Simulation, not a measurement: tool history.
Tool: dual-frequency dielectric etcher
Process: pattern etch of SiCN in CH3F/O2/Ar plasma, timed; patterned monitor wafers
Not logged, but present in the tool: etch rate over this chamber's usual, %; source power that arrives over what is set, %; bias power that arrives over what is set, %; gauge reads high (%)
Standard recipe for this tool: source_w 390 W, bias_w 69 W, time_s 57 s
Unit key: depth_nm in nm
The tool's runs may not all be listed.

run   hour  source_w  bias_w  time_s  wafers since the last listed run  hours since the last wet clean  hours since the last source power generator calibration  hours since the last bias power generator calibration  hours since the last upper electrode change  hours since the gauge calibration  read-back reference wafer on the same gauge, depth_nm  depth_nm
  1      0       350      69    46.5                                 0                            18.2                                                   3760.7                                                 2429.1                                       4771.7                               17.3                                                     23     15.24
  2   27.9       350      69    46.5                               289                            46.1                                                   3788.6                                                   2457                                       4799.6                               45.2                                                  23.02     15.15
  3   60.6       350      69    46.5                               338                            78.8                                                   3821.3                                                 2489.7                                       4832.3                               77.9                                                  22.98     15.27
  4   73.5       390      69      57                               133                            91.7                                                   3834.2                                                 2502.6                                       4845.2                               90.8                                                  22.99     19.88
  5  149.2       390      77      57                               784                           167.4                                                   3909.9                                                 2578.3                                       4920.9                              166.5                                                  23.02     20.87
  6  162.7       390      77      57                               139                           180.9                                                   3923.4                                                 2591.8                                       4934.4                                180                                                     23     20.86
  7  190.3       390      77      57                               285                           208.5                                                     3951                                                 2619.4                                         4962                              207.6                                                  22.98     21.03
  8  217.8       390      69      57                               284                             236                                                   3978.5                                                 2646.9                                       4989.5                              235.1                                                  22.99     20.23
     234.1  -- source power generator calibrated
  9  247.1       390      69      57                               262                           265.3                                                       13                                                 2676.2                                       5018.8                              264.4                                                  23.01     20.29
 10  262.3       390      69      57                               157                           280.5                                                     28.2                                                 2691.4                                         5034                              279.6                                                     23     20.54
 11    285       390      69      57                               235                           303.2                                                     50.9                                                 2714.1                                       5056.7                              302.3                                                  22.99     20.47
 12    315       390      69      57                               310                           333.2                                                     80.9                                                 2744.1                                       5086.7                              332.3                                                  23.01     20.29
 13    338       390      69      45                               238                           356.2                                                    103.9                                                 2767.1                                       5109.7                              355.3                                                  22.98     16.15

For run 14, what comes out?
     365.2  -- upper electrode replaced
 14  365.7       460      56    48.5                                38                           383.9                                                    131.6                                                 2794.8                                          0.5                                383                                                      ?         ?

Run 14 produced read-back reference wafer on the same gauge, depth_nm 22.99, depth_nm 17.62 nm.
If the tool had no hidden condition, the same run with the same run-to-run variation would have returned depth_nm 16.74 nm.

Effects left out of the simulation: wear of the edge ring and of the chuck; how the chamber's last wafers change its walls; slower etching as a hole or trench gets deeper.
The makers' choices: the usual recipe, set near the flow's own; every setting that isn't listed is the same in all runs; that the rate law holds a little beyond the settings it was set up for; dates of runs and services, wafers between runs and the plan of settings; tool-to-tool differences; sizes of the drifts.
